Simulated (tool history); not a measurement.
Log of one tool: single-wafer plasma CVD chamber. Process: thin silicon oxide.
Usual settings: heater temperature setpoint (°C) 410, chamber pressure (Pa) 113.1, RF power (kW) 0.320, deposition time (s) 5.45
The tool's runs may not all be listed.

run,day,heater temperature setpoint (°C),chamber pressure (Pa),RF power (kW),deposition time (s),"read-back reference wafer on the same gauge, thickness_nm",mean film thickness on the monitor wafer (angstrom)
1,0.000,410,113.1,0.320,5.45,11.666,102.03
2,1.183,410,113.1,0.320,5.45,11.655,101.86
3,2.596,410,113.1,0.320,5.45,11.645,101.68
4,3.400,410,113.1,0.320,5.45,11.643,101.63
5,4.200,410,113.1,0.320,5.45,11.627,101.55
6,5.171,410,113.1,0.320,5.04,11.618,93.76
7,6.125,410,113.1,0.320,5.04,11.622,93.69
8,7.067,410,97.2,0.320,5.45,11.601,87.57
9,7.833,410,97.2,0.320,5.45,11.599,87.45
# day 8.025: gauge calibrated
10,9.329,410,128.4,0.320,5.45,11.675,113.78
# day 10.029: capacitance manometer re-zeroed and calibrated
11,10.812,406,113.1,0.255,5.45,11.660,94.77
12,12.854,410,88.4,0.280,5.45,11.659,76.24
# day 13.900: showerhead replaced
13,13.921,424,105.9,0.345,4.65,11.642,82.72
# day 14.838: thermocouple changed; heater temperature recalibrated
# day 14.946: RF generator calibrated
14,14.967,410,113.1,0.320,5.45,11.630,101.87
15,15.838,410,113.1,0.320,5.04,11.626,94.07
16,17.242,410,125.1,0.320,5.05,11.605,102.12
17,18.146,410,113.1,0.320,5.45,11.609,101.16
18,18.675,410,132.3,0.320,6.39,11.597,134.80
19,19.329,410,113.1,0.320,5.45,11.593,101.23

5 ways to go on from here, each from the tool as it stands after run 19. What would each give?
A,19.346,410,113.1,0.320,5.45,?,?
B,19.346,410,113.1,0.320,4.67,?,?
C,19.346,404,126.4,0.265,6.50,?,?
D,19.346,406,123.9,0.320,5.45,?,?
E,19.346,418,126.3,0.365,5.90,?,?

run,"read-back reference wafer on the same gauge, thickness_nm",mean film thickness on the monitor wafer (angstrom)
A,11.595,101.09
B,11.595,86.65
C,11.595,125.31
D,11.595,109.61
E,11.595,124.69
Without the tool's hidden state the same runs would have given:
run,mean film thickness on the monitor wafer (angstrom)
A,102.03
B,87.45
C,126.46
D,110.62
E,125.84
